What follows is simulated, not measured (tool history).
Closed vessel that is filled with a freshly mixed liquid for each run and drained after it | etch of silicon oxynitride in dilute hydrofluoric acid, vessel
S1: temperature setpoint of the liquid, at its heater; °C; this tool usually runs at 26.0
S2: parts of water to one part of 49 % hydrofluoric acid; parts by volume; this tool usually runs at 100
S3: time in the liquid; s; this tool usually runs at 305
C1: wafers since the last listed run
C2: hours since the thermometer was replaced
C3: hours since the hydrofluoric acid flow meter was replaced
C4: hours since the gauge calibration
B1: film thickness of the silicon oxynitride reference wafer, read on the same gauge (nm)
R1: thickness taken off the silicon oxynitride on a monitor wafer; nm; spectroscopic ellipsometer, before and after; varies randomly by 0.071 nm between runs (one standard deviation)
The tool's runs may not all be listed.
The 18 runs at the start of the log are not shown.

run     day    S1   S2   S3     C1      C2     C3      C4      B1     R1
 19  44.846  26.0  100  305   4129   429.8  233.9   366.3  140.00   8.28
 20  47.175  28.5  140  305   4212   485.7  289.8   422.2  140.01   6.35
 21  49.946  26.0  100  305   5011   552.2  356.3   488.7  139.97   8.31
 22  51.617  24.5  115  365   3021   592.3  396.4   528.8  140.00   7.83
 23  53.550  23.5   85  305   3496   638.7  442.8   575.2  140.01   8.84
 24  54.821  23.5  115  305   2298   669.2  473.3   605.7  139.99   6.31
 25  61.992  23.5  125  305  12969   841.3  645.4   777.8  139.99   5.77
 26  63.162  23.5  100  305   2117   869.4  673.5   805.9  140.03   7.22
 27  64.358  26.0  100  305   2162   898.1  702.2   834.6  139.99   8.29
 28  65.942  26.0  100  305   2863   936.1  740.2   872.6  140.00   8.10
 29  68.900  30.5   80  120   5350  1007.1  811.2   943.6  140.02   4.98
 30  71.850  30.5   55  470   5335  1077.9  882.0  1014.4  140.05  29.27

Alternative continuations, all from the tool just after run 30; predict every row:
  A  71.879  24.0  100  305  52  1078.6  882.7  1015.1   ?   ?
  B  71.879  21.0  100  235  52  1078.6  882.7  1015.1   ?   ?
  C  71.879  28.0  135  485  52  1078.6  882.7  1015.1   ?   ?

run      B1     R1
  A  140.02   7.31
  B  140.02   4.88
  C  140.02  10.02
With no hidden state in the tool, these same runs would have given:
run     R1
  A   7.50
  B   5.00
  C  10.29
